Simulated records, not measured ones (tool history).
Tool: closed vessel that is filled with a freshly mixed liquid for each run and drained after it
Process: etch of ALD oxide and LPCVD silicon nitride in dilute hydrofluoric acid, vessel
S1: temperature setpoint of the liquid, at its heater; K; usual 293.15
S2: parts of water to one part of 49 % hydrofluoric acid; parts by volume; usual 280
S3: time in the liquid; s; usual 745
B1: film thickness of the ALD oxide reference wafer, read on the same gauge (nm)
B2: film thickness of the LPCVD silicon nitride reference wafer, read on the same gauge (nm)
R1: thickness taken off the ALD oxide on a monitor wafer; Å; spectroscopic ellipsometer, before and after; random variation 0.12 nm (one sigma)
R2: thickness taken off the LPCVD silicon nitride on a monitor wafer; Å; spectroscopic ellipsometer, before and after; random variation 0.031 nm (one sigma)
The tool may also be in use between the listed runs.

run 1 hour=0 | S1=293.15 S2=280 S3=745 | B1=110.04 B2=50.001 | R1=181.4 R2=11.05
-- hour=37.5 gauge calibrated
run 2 hour=62.4 | S1=293.15 S2=280 S3=745 | B1=110.07 B2=50.013 | R1=182.5 R2=10.75
-- hour=141.9 thermometer replaced
run 3 hour=159.3 | S1=293.15 S2=280 S3=745 | B1=109.99 B2=49.963 | R1=169.6 R2=9.22
run 4 hour=200.8 | S1=290.15 S2=170 S3=475 | B1=110.03 B2=50.016 | R1=176.4 R2=8.42
run 5 hour=291.6 | S1=293.15 S2=280 S3=620 | B1=110.01 B2=49.958 | R1=139.4 R2=8.31
run 6 hour=356.8 | S1=293.15 S2=280 S3=610 | B1=109.98 B2=49.968 | R1=137.1 R2=8.03
run 7 hour=416.9 | S1=290.15 S2=345 S3=940 | B1=110.06 B2=49.997 | R1=147.7 R2=8.52
run 8 hour=514.3 | S1=290.15 S2=170 S3=475 | B1=110.02 B2=49.991 | R1=176.9 R2=8.25
run 9 hour=621.2 | S1=297.15 S2=145 S3=425 | B1=110.07 B2=49.997 | R1=250 R2=13.97
run 10 hour=657.5 | S1=293.15 S2=280 S3=745 | B1=110.03 B2=50.027 | R1=166.8 R2=10.12
run 11 hour=750.3 | S1=293.15 S2=390 S3=745 | B1=110.04 B2=49.984 | R1=109.6 R2=7.55
run 12 hour=806.2 | S1=296.15 S2=200 S3=1075 | B1=110.03 B2=49.985 | R1=414.3 R2=25.67
-- hour=813.6 hydrofluoric acid flow meter replaced
-- hour=866 thermometer replaced
run 13 hour=886.9 | S1=293.15 S2=280 S3=480 | B1=109.98 B2=50.013 | R1=110.3 R2=6.64
run 14 hour=936 | S1=293.15 S2=390 S3=1020 | B1=110 B2=50.038 | R1=152.5 R2=10.23
run 15 hour=995.5 | S1=296.15 S2=180 S3=545 | B1=110.01 B2=49.999 | R1=241.1 R2=13.56
run 16 hour=1046.9 | S1=293.15 S2=355 S3=1160 | B1=110.02 B2=50.003 | R1=196.1 R2=11.89
run 17 hour=1085.8 | S1=295.15 S2=155 S3=910 | B1=109.97 B2=49.972 | R1=465.5 R2=26.11
run 18 hour=1140.1 | S1=296.65 S2=280 S3=520 | B1=109.98 B2=49.982 | R1=135.6 R2=8.81
run 19 hour=1224.3 | S1=295.15 S2=280 S3=420 | B1=109.95 B2=49.998 | R1=103.9 R2=6.41
run 20 hour=1306.4 | S1=293.15 S2=280 S3=745 | B1=110.01 B2=50.003 | R1=171.8 R2=9.66
run 21 hour=1350.6 | S1=297.65 S2=280 S3=745 | B1=110 B2=49.972 | R1=201.8 R2=13.16
run 22 hour=1395.2 | S1=293.15 S2=280 S3=745 | B1=109.98 B2=49.988 | R1=173 R2=11.09
run 23 hour=1473.5 | S1=293.15 S2=280 S3=745 | B1=110.03 B2=49.983 | R1=169.8 R2=9.67
run 24 hour=1520.9 | S1=293.15 S2=355 S3=745 | B1=110.06 B2=49.997 | R1=127.3 R2=7.61
run 25 hour=1577.4 | S1=293.15 S2=280 S3=610 | B1=110.01 B2=50.002 | R1=140.1 R2=8.37
run 26 hour=1665.8 | S1=295.15 S2=280 S3=745 | B1=110.05 B2=50.018 | R1=185.5 R2=12.16

4 ways to go on from here, each from the tool as it stands after run 26. What would each give?
run A hour=1666.7 | S1=293.15 S2=280 S3=745 | B1=? B2=? | R1=? R2=?
run B hour=1666.7 | S1=293.15 S2=320 S3=745 | B1=? B2=? | R1=? R2=?
run C hour=1666.7 | S1=293.15 S2=225 S3=340 | B1=? B2=? | R1=? R2=?
run D hour=1666.7 | S1=291.15 S2=280 S3=745 | B1=? B2=? | R1=? R2=?

run=A B1=109.97 B2=50.002 R1=172 R2=10.52
run=B B1=109.97 B2=50.002 R1=144.8 R2=9.23
run=C B1=109.97 B2=50.002 R1=103.3 R2=5.95
run=D B1=109.97 B2=50.002 R1=160 R2=9.28
Without the tool's hidden state the same runs would have given:
run=A R1=173.4 R2=9.87
run=B R1=146.4 R2=8.68
run=C R1=103.6 R2=5.57
run=D R1=160.9 R2=8.68

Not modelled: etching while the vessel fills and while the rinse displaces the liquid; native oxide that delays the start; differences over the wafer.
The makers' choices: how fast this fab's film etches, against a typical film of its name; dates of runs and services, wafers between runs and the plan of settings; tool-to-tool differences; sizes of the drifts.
